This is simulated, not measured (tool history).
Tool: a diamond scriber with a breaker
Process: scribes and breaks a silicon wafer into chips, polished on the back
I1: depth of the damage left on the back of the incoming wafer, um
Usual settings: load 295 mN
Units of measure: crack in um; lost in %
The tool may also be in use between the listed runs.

Run 1, day 0: usual settings; I1 0.04. Result: crack 13.76 um, lost 0.91 %.
Run 2, day 1.421: usual settings; I1 0.04. Result: crack 13.89 um, lost 0.88 %.
Run 3, day 2.579: usual settings; I1 0.04. Result: crack 13.78 um, lost 0.93 %.
Run 4, day 3.346: usual settings but load 255 mN; I1 0.03. Result: crack 11.41 um, lost 9.1 %.
Run 5, day 4.388: usual settings; I1 0.01. Result: crack 13.26 um, lost 0.76 %.
Run 6, day 5.308: usual settings but load 362 mN; I1 0.02. Result: crack 15.97 um, lost 14.21 %.
Run 7, day 6.492: usual settings but load 362 mN; I1 0.05. Result: crack 16.61 um, lost 12.86 %.
Run 8, day 7.538: usual settings; I1 0.03. Result: crack 13.13 um, lost 0.92 %.
Run 9, day 8.329: usual settings; I1 0.03. Result: crack 13.31 um, lost 1.03 %.
Run 10, day 9.033: usual settings but load 228 mN; I1 0.02. Result: crack 9.73 um, lost 29.86 %.
Run 11, day 9.692: usual settings but load 228 mN; I1 0.03. Result: crack 9.81 um, lost 29.65 %.
Run 12, day 10.583: usual settings but load 339 mN; I1 0.04. Result: crack 15 um, lost 4.65 %.
Run 13, day 11.267: usual settings but load 334 mN; I1 0.05. Result: crack 14.68 um, lost 3.79 %.
Run 14, day 12.179: usual settings but load 211 mN; I1 0.04. Result: crack 8.98 um, lost 48.49 %.
At day 12.971: load on the tip recalibrated.
Run 15, day 13.508: usual settings but load 373 mN; I1 0.02. Result: crack 13.96 um, lost 1.72 %.
Run 16, day 14.388: usual settings but load 345 mN; I1 0.04. Result: crack 13.18 um, lost 0.97 %.
Run 17, day 14.908: usual settings but load 349 mN; I1 0.04. Result: crack 13.22 um, lost 0.83 %.
Run 18, day 15.854: usual settings but load 332 mN; I1 0.04. Result: crack 13.1 um, lost 1.41 %.
Run 19, day 17.054: usual settings but load 230 mN; I1 0.04. Result: crack 8.61 um, lost 44.21 %.
Run 20, day 17.821: usual settings; I1 0.03. Result: crack 11.8 um, lost 9.28 %.
At day 17.908: diamond tip replaced by a new one.
Run 21, day 18.612: usual settings; I1 0.03. Result: crack 13.08 um, lost 0.83 %.
Run 22, day 19.262: usual settings but load 215 mN; I1 0.05. Result: crack 9.57 um, lost 39.86 %.
Run 23, day 20.517: usual settings but load 265 mN; I1 0.04. Result: crack 12.26 um, lost 4.63 %.
Run 24, day 21.121: usual settings; I1 0.03. Result: crack 13.06 um, lost 0.88 %.
Run 25, day 22.167: usual settings but load 357 mN; I1 0.04. Result: crack 16.42 um, lost 11.58 %.
Run 26, day 23.154: usual settings but load 319 mN; I1 0.04. Result: crack 14.81 um, lost 3.35 %.
Run 27, day 23.75: usual settings but load 356 mN; I1 0.04. Result: crack 16.25 um, lost 12.03 %.

Predict each of these 4 candidate next runs independently; none follows another, all start after run 27:
Run A, day 23.775: usual settings; I1 0.01. Result: crack ?, lost ?.
Run B, day 23.775: usual settings but load 361 mN; I1 0.01. Result: crack ?, lost ?.
Run C, day 23.775: usual settings but load 347 mN; I1 0.01. Result: crack ?, lost ?.
Run D, day 23.775: usual settings but load 365 mN; I1 0.01. Result: crack ?, lost ?.

run  crack   lost
  A  13.64   0.69
  B  16.53  11.26
  C  15.94   7.87
  D   16.7  12.29
The same runs, with their run-to-run variation unchanged, on a tool lacking any hidden condition would have given:
run  crack   lost
  A  13.58   0.68
  B  16.46  10.82
  C  15.87    7.5
  D  16.63  11.83

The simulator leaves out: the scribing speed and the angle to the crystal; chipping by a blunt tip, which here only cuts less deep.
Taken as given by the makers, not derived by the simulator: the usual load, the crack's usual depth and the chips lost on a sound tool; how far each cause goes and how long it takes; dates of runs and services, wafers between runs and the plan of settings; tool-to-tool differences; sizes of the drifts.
